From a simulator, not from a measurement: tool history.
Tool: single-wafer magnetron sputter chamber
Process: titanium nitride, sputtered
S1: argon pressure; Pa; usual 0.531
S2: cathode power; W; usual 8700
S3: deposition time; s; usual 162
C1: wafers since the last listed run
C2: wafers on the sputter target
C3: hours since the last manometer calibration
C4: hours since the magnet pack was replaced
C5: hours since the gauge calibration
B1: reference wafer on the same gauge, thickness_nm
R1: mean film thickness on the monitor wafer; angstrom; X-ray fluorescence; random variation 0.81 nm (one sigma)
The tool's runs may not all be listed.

run 1 hour=0 | S1=0.531 S2=9200 S3=162 | C1=0 C2=3931 C3=1503.9 C4=4139.3 C5=775.5 | B1=228.171 | R1=2531.58
run 2 hour=52.7 | S1=0.627 S2=8700 S3=162 | C1=503 C2=4434 C3=1556.6 C4=4192 C5=828.2 | B1=227.901 | R1=2353.8
run 3 hour=87.5 | S1=0.531 S2=7700 S3=162 | C1=332 C2=4766 C3=1591.4 C4=4226.8 C5=863 | B1=228.093 | R1=2149.7
run 4 hour=159 | S1=0.531 S2=8700 S3=162 | C1=682 C2=5449 C3=1662.9 C4=4298.3 C5=934.5 | B1=228.177 | R1=2408.29
run 5 hour=196.2 | S1=0.447 S2=8700 S3=162 | C1=355 C2=5804 C3=1700.1 C4=4335.5 C5=971.7 | B1=228.461 | R1=2459.4
run 6 hour=259.6 | S1=0.447 S2=8700 S3=162 | C1=605 C2=6409 C3=1763.5 C4=4398.9 C5=1035.1 | B1=228.08 | R1=2471.34
run 7 hour=300 | S1=0.447 S2=8700 S3=162 | C1=385 C2=6794 C3=1803.9 C4=4439.3 C5=1075.5 | B1=228.395 | R1=2493.88
-- hour=343.8 sputter target and shields replaced
run 8 hour=344.8 | S1=0.593 S2=8700 S3=162 | C1=351 C2=9 C3=1848.7 C4=4484.1 C5=1120.3 | B1=228.482 | R1=2351.18
run 9 hour=380.1 | S1=0.593 S2=8700 S3=162 | C1=336 C2=346 C3=1884 C4=4519.4 C5=1155.6 | B1=228.579 | R1=2358.24
run 10 hour=411.7 | S1=0.593 S2=8700 S3=162 | C1=301 C2=647 C3=1915.6 C4=4551 C5=1187.2 | B1=228.598 | R1=2373.46
run 11 hour=459.8 | S1=0.531 S2=8700 S3=162 | C1=459 C2=1106 C3=1963.7 C4=4599.1 C5=1235.3 | B1=228.455 | R1=2419.7
run 12 hour=486.9 | S1=0.531 S2=8700 S3=162 | C1=258 C2=1365 C3=1990.8 C4=4626.2 C5=1262.4 | B1=228.395 | R1=2415.85
run 13 hour=557.6 | S1=0.531 S2=8700 S3=162 | C1=674 C2=2040 C3=2061.5 C4=4696.9 C5=1333.1 | B1=228.452 | R1=2409.88
run 14 hour=608.8 | S1=0.634 S2=8700 S3=162 | C1=488 C2=2529 C3=2112.7 C4=4748.1 C5=1384.3 | B1=228.717 | R1=2342.98
run 15 hour=639.4 | S1=0.634 S2=8700 S3=162 | C1=292 C2=2821 C3=2143.3 C4=4778.7 C5=1414.9 | B1=228.558 | R1=2336
run 16 hour=681.1 | S1=0.626 S2=8700 S3=162 | C1=398 C2=3219 C3=2185 C4=4820.4 C5=1456.6 | B1=228.762 | R1=2344.44
run 17 hour=742.2 | S1=0.4 S2=7850 S3=162 | C1=583 C2=3802 C3=2246.1 C4=4881.5 C5=1517.7 | B1=228.71 | R1=2282.03
run 18 hour=777.7 | S1=0.531 S2=8700 S3=162 | C1=338 C2=4141 C3=2281.6 C4=4917 C5=1553.2 | B1=229.067 | R1=2411.82
run 19 hour=817.3 | S1=0.738 S2=8700 S3=162 | C1=377 C2=4519 C3=2321.2 C4=4956.6 C5=1592.8 | B1=228.88 | R1=2263.15
run 20 hour=858.6 | S1=0.333 S2=7900 S3=162 | C1=394 C2=4913 C3=2362.5 C4=4997.9 C5=1634.1 | B1=229.104 | R1=2356.36
run 21 hour=886 | S1=0.531 S2=7100 S3=162 | C1=261 C2=5175 C3=2389.9 C4=5025.3 C5=1661.5 | B1=228.803 | R1=1984.1
run 22 hour=913.6 | S1=0.662 S2=8700 S3=162 | C1=263 C2=5438 C3=2417.5 C4=5052.9 C5=1689.1 | B1=228.804 | R1=2319.02
-- hour=973.6 capacitance manometer re-zeroed and calibrated
-- hour=974.4 sputter target and shields replaced
run 23 hour=983.9 | S1=0.438 S2=9250 S3=147 | C1=587 C2=90 C3=10.3 C4=5123.2 C5=1759.4 | B1=228.881 | R1=2389.3
run 24 hour=1031.4 | S1=0.684 S2=6750 S3=162 | C1=453 C2=544 C3=57.8 C4=5170.7 C5=1806.9 | B1=228.859 | R1=1814.52
run 25 hour=1090.2 | S1=0.641 S2=9500 S3=192 | C1=561 C2=1105 C3=116.6 C4=5229.5 C5=1865.7 | B1=228.849 | R1=3022.6
run 26 hour=1126.2 | S1=0.626 S2=8700 S3=162 | C1=343 C2=1449 C3=152.6 C4=5265.5 C5=1901.7 | B1=228.769 | R1=2332.98
run 27 hour=1159.9 | S1=0.454 S2=10150 S3=177 | C1=321 C2=1770 C3=186.3 C4=5299.2 C5=1935.4 | B1=228.706 | R1=3137.43
run 28 hour=1220.5 | S1=0.531 S2=8700 S3=162 | C1=578 C2=2349 C3=246.9 C4=5359.8 C5=1996 | B1=228.684 | R1=2415.23
-- hour=1228.8 magnet pack replaced
run 29 hour=1272.6 | S1=0.628 S2=8700 S3=162 | C1=420 C2=2770 C3=299 C4=43.8 C5=2048.1 | B1=228.766 | R1=2349.35
-- hour=1282.6 gauge calibrated
run 30 hour=1321 | S1=0.531 S2=8050 S3=162 | C1=461 C2=3232 C3=347.4 C4=92.2 C5=38.4 | B1=225.713 | R1=2216.15
run 31 hour=1384.2 | S1=0.531 S2=6700 S3=151 | C1=603 C2=3835 C3=410.6 C4=155.4 C5=101.6 | B1=225.867 | R1=1730.4
run 32 hour=1423.5 | S1=0.531 S2=6900 S3=138 | C1=375 C2=4210 C3=449.9 C4=194.7 C5=140.9 | B1=226.027 | R1=1625.84
run 33 hour=1482.9 | S1=0.651 S2=9800 S3=133 | C1=566 C2=4777 C3=509.3 C4=254.1 C5=200.3 | B1=226.36 | R1=2117.27
-- hour=1596.3 sputter target and shields replaced
run 34 hour=1680.3 | S1=0.531 S2=8700 S3=132 | C1=1807 C2=801 C3=706.7 C4=451.5 C5=397.7 | B1=226.468 | R1=1951.75

Forecast each of these 5 alternatives for the next run:
run A hour=1680.7 | S1=0.531 S2=8700 S3=133 | C1=3 C2=805 C3=707.1 C4=451.9 C5=398.1 | B1=? | R1=?
run B hour=1680.7 | S1=0.37 S2=10400 S3=145 | C1=3 C2=805 C3=707.1 C4=451.9 C5=398.1 | B1=? | R1=?
run C hour=1680.7 | S1=0.531 S2=6600 S3=162 | C1=3 C2=805 C3=707.1 C4=451.9 C5=398.1 | B1=? | R1=?
run D hour=1680.7 | S1=0.393 S2=8700 S3=149 | C1=3 C2=805 C3=707.1 C4=451.9 C5=398.1 | B1=? | R1=?
run E hour=1680.7 | S1=0.531 S2=7350 S3=189 | C1=3 C2=805 C3=707.1 C4=451.9 C5=398.1 | B1=? | R1=?

run=A B1=226.797 R1=1970.84
run=B B1=226.797 R1=2681.55
run=C B1=226.797 R1=1845.21
run=D B1=226.797 R1=2304.26
run=E B1=226.797 R1=2384.14
Without the tool's hidden state the same runs would have given:
run=A R1=1963.43
run=B R1=2671.47
run=C R1=1838.27
run=D R1=2295.59
run=E R1=2375.18
